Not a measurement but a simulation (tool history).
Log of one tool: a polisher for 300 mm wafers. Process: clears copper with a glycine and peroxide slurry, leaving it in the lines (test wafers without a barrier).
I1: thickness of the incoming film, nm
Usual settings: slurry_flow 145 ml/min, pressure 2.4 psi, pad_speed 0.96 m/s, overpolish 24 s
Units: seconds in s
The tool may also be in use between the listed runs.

run 1 hour=0.0 | slurry_flow=145 pressure=2.4 pad_speed=0.96 overpolish=24 | I1=599.1 | seconds=167.9
run 2 hour=88.4 | slurry_flow=145 pressure=2.4 pad_speed=0.96 overpolish=24 | I1=596.4 | seconds=162.1
run 3 hour=188.3 | slurry_flow=145 pressure=2.4 pad_speed=1.06 overpolish=24 | I1=591.1 | seconds=159.2
run 4 hour=275.0 | slurry_flow=180 pressure=2.4 pad_speed=0.96 overpolish=17 | I1=591.7 | seconds=175.1
run 5 hour=344.8 | slurry_flow=145 pressure=2.4 pad_speed=0.96 overpolish=24 | I1=601.9 | seconds=163.7
run 6 hour=384.2 | slurry_flow=145 pressure=2.4 pad_speed=0.96 overpolish=24 | I1=603.8 | seconds=160.6
run 7 hour=475.3 | slurry_flow=180 pressure=2.4 pad_speed=0.96 overpolish=14 | I1=587.3 | seconds=160.5
run 8 hour=580.3 | slurry_flow=180 pressure=2.4 pad_speed=0.96 overpolish=14 | I1=592.5 | seconds=156.9
run 9 hour=623.2 | slurry_flow=180 pressure=2.4 pad_speed=0.96 overpolish=14 | I1=605.6 | seconds=162.5
run 10 hour=665.7 | slurry_flow=145 pressure=3.0 pad_speed=0.96 overpolish=24 | I1=591.5 | seconds=140.1
run 11 hour=741.6 | slurry_flow=145 pressure=2.4 pad_speed=0.96 overpolish=37 | I1=589.4 | seconds=174.5
run 12 hour=815.6 | slurry_flow=190 pressure=2.4 pad_speed=0.96 overpolish=33 | I1=595.8 | seconds=172.5
run 13 hour=900.9 | slurry_flow=145 pressure=2.4 pad_speed=1.22 overpolish=24 | I1=604.8 | seconds=134.3
run 14 hour=984.7 | slurry_flow=145 pressure=2.4 pad_speed=1.08 overpolish=24 | I1=591.7 | seconds=146.4
run 15 hour=1043.1 | slurry_flow=165 pressure=2.4 pad_speed=0.80 overpolish=24 | I1=597.9 | seconds=185.0
run 16 hour=1103.6 | slurry_flow=115 pressure=2.7 pad_speed=0.82 overpolish=11 | I1=590.0 | seconds=193.2
run 17 hour=1160.7 | slurry_flow=145 pressure=2.4 pad_speed=0.66 overpolish=31 | I1=590.1 | seconds=213.8
run 18 hour=1221.2 | slurry_flow=145 pressure=2.4 pad_speed=0.96 overpolish=24 | I1=598.9 | seconds=161.6
run 19 hour=1273.7 | slurry_flow=145 pressure=2.4 pad_speed=0.96 overpolish=24 | I1=595.5 | seconds=163.6
run 20 hour=1331.8 | slurry_flow=145 pressure=3.2 pad_speed=0.70 overpolish=15 | I1=604.9 | seconds=179.1
run 21 hour=1399.1 | slurry_flow=100 pressure=2.4 pad_speed=1.24 overpolish=11 | I1=593.7 | seconds=147.9

Not shown: 9 entries that the log had between the listed runs. Between which runs, and how does the tool's hidden state differ before and after?
Between runs 4 and 5: worn pad replaced by a new one (hour 280.5)
  removal rate lost through wear of the pad, %: 14.2 -> 1.22
  measured less the result without the state, seconds: +24.8 -> +2.0 s
Between runs 7 and 8: slurry nozzle cleaned (hour 511.2); head pressure recalibrated (hour 533.2); worn pad replaced by a new one (hour 561.8)
  removal rate lost through wear of the pad, %: 6.4 -> 2.08
  measured less the result without the state, seconds: +10.2 -> +3.3 s
Between runs 12 and 13: worn pad replaced by a new one (hour 878.7)
  removal rate lost through wear of the pad, %: 11.9 -> 0.982
  measured less the result without the state, seconds: +20.5 -> +1.3 s
Between runs 16 and 17: worn pad replaced by a new one (hour 1133.0)
  removal rate lost through wear of the pad, %: 8.66 -> 0.55
  measured less the result without the state, seconds: +16.8 -> +1.2 s
Between runs 17 and 18: head pressure recalibrated (hour 1217.8)
  removal rate lost through wear of the pad, %: 0.55 -> 1.62
  measured less the result without the state, seconds: +1.2 -> +2.6 s
Between runs 18 and 19: slurry nozzle cleaned (hour 1265.8)
  removal rate lost through wear of the pad, %: 1.62 -> 3.47
  measured less the result without the state, seconds: +2.6 -> +5.7 s
Between runs 20 and 21: worn pad replaced by a new one (hour 1375.0)
  removal rate lost through wear of the pad, %: 6.49 -> 3.03
  measured less the result without the state, seconds: +11.6 -> +4.5 s
